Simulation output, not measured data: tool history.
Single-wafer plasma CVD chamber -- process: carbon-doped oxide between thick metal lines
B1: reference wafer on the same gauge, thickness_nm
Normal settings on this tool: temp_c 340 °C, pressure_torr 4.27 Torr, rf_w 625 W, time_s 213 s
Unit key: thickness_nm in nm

{"run": 1, "hour": 0.0, "temp_c": 329, "pressure_torr": 4.27, "rf_w": 625, "time_s": 213, "B1": 1189.967, "thickness_nm": 1201.078}
{"run": 2, "hour": 18.8, "temp_c": 340, "pressure_torr": 4.27, "rf_w": 625, "time_s": 213, "B1": 1190.756, "thickness_nm": 1153.511}
{"run": 3, "hour": 41.6, "temp_c": 340, "pressure_torr": 4.27, "rf_w": 625, "time_s": 213, "B1": 1189.418, "thickness_nm": 1156.859}
{"run": 4, "hour": 76.4, "temp_c": 340, "pressure_torr": 4.27, "rf_w": 625, "time_s": 213, "B1": 1190.233, "thickness_nm": 1153.288}
{"hour": 89.2, "done": "thermocouple changed; heater temperature recalibrated"}
{"run": 5, "hour": 106.8, "temp_c": 340, "pressure_torr": 4.27, "rf_w": 625, "time_s": 213, "B1": 1189.79, "thickness_nm": 1122.479}
{"hour": 113.9, "done": "gauge calibrated"}
{"run": 6, "hour": 130.0, "temp_c": 340, "pressure_torr": 4.27, "rf_w": 625, "time_s": 213, "B1": 1191.065, "thickness_nm": 1117.755}
{"run": 7, "hour": 145.9, "temp_c": 340, "pressure_torr": 4.27, "rf_w": 505, "time_s": 177, "B1": 1190.202, "thickness_nm": 788.637}
{"run": 8, "hour": 170.9, "temp_c": 340, "pressure_torr": 4.27, "rf_w": 625, "time_s": 213, "B1": 1191.319, "thickness_nm": 1118.101}
{"run": 9, "hour": 193.6, "temp_c": 330, "pressure_torr": 4.27, "rf_w": 585, "time_s": 229, "B1": 1190.657, "thickness_nm": 1184.718}
{"run": 10, "hour": 227.8, "temp_c": 335, "pressure_torr": 5.19, "rf_w": 715, "time_s": 251, "B1": 1188.988, "thickness_nm": 1507.023}
{"run": 11, "hour": 253.8, "temp_c": 355, "pressure_torr": 4.27, "rf_w": 625, "time_s": 213, "B1": 1188.839, "thickness_nm": 1062.375}
{"run": 12, "hour": 318.3, "temp_c": 335, "pressure_torr": 3.68, "rf_w": 710, "time_s": 194, "B1": 1190.358, "thickness_nm": 1101.758}
{"hour": 341.2, "done": "showerhead replaced"}
{"hour": 349.4, "done": "RF generator calibrated"}
{"run": 13, "hour": 351.1, "temp_c": 330, "pressure_torr": 4.27, "rf_w": 590, "time_s": 213, "B1": 1191.408, "thickness_nm": 1159.57}
{"run": 14, "hour": 368.6, "temp_c": 340, "pressure_torr": 4.27, "rf_w": 625, "time_s": 213, "B1": 1188.648, "thickness_nm": 1168.699}
{"run": 15, "hour": 398.1, "temp_c": 326, "pressure_torr": 4.27, "rf_w": 625, "time_s": 173, "B1": 1188.14, "thickness_nm": 993.82}
{"run": 16, "hour": 414.2, "temp_c": 340, "pressure_torr": 4.27, "rf_w": 625, "time_s": 213, "B1": 1188.403, "thickness_nm": 1172.519}
{"run": 17, "hour": 447.8, "temp_c": 340, "pressure_torr": 4.27, "rf_w": 625, "time_s": 213, "B1": 1189.127, "thickness_nm": 1159.736}
{"run": 18, "hour": 465.7, "temp_c": 354, "pressure_torr": 3.81, "rf_w": 625, "time_s": 213, "B1": 1189.602, "thickness_nm": 1097.712}
{"run": 19, "hour": 480.7, "temp_c": 340, "pressure_torr": 4.27, "rf_w": 625, "time_s": 201, "B1": 1191.038, "thickness_nm": 1101.479}
{"run": 20, "hour": 511.3, "temp_c": 340, "pressure_torr": 5.3, "rf_w": 625, "time_s": 213, "B1": 1189.635, "thickness_nm": 1210.592}
{"run": 21, "hour": 524.0, "temp_c": 335, "pressure_torr": 3.95, "rf_w": 550, "time_s": 183, "B1": 1188.571, "thickness_nm": 923.587}
{"run": 22, "hour": 559.5, "temp_c": 340, "pressure_torr": 3.53, "rf_w": 625, "time_s": 213, "B1": 1187.843, "thickness_nm": 1132.429}
{"run": 23, "hour": 592.0, "temp_c": 340, "pressure_torr": 4.27, "rf_w": 625, "time_s": 213, "B1": 1190.585, "thickness_nm": 1172.417}
{"run": 24, "hour": 604.1, "temp_c": 331, "pressure_torr": 5.09, "rf_w": 715, "time_s": 225, "B1": 1191.172, "thickness_nm": 1430.082}
{"run": 25, "hour": 623.2, "temp_c": 340, "pressure_torr": 4.27, "rf_w": 560, "time_s": 233, "B1": 1190.316, "thickness_nm": 1183.325}
{"run": 26, "hour": 645.4, "temp_c": 340, "pressure_torr": 4.86, "rf_w": 625, "time_s": 187, "B1": 1189.673, "thickness_nm": 1038.331}
{"run": 27, "hour": 670.8, "temp_c": 340, "pressure_torr": 4.27, "rf_w": 625, "time_s": 213, "B1": 1187.973, "thickness_nm": 1170.276}
{"run": 28, "hour": 702.7, "temp_c": 331, "pressure_torr": 4.27, "rf_w": 625, "time_s": 183, "B1": 1190.063, "thickness_nm": 1033.79}

Below, some changes in thickness_nm between adjacent runs. For each, the amount present without the hidden state too (settings, incoming material, random variation) and the amount remaining for the hidden state with gauge scatter not shared by both compared results:
Unlogged tool condition in this case: wafer temperature above the value expected at the setpoint (K); delivered RF power above the setpoint (%); true pressure above the setpoint (%); gauge reads high (%).
Run 4 -> 5: thermocouple changed; heater temperature recalibrated. thickness_nm -30.809 nm: hidden state -32.753, all else +1.944.
Run 7 -> 8: rf_w 505 -> 625, time_s 177 -> 213. thickness_nm +329.464 nm: hidden state -13.527, all else +342.991.
Run 10 -> 11: temp_c 335 -> 355, pressure_torr 5.19 -> 4.27, rf_w 715 -> 625, time_s 251 -> 213. thickness_nm -444.648 nm: hidden state +19.715, all else -464.363.
Run 12 -> 13: temp_c 335 -> 330, pressure_torr 3.68 -> 4.27, rf_w 710 -> 590, time_s 194 -> 213, showerhead replaced, RF generator calibrated. thickness_nm +57.812 nm: hidden state +55.485, all else +2.327.

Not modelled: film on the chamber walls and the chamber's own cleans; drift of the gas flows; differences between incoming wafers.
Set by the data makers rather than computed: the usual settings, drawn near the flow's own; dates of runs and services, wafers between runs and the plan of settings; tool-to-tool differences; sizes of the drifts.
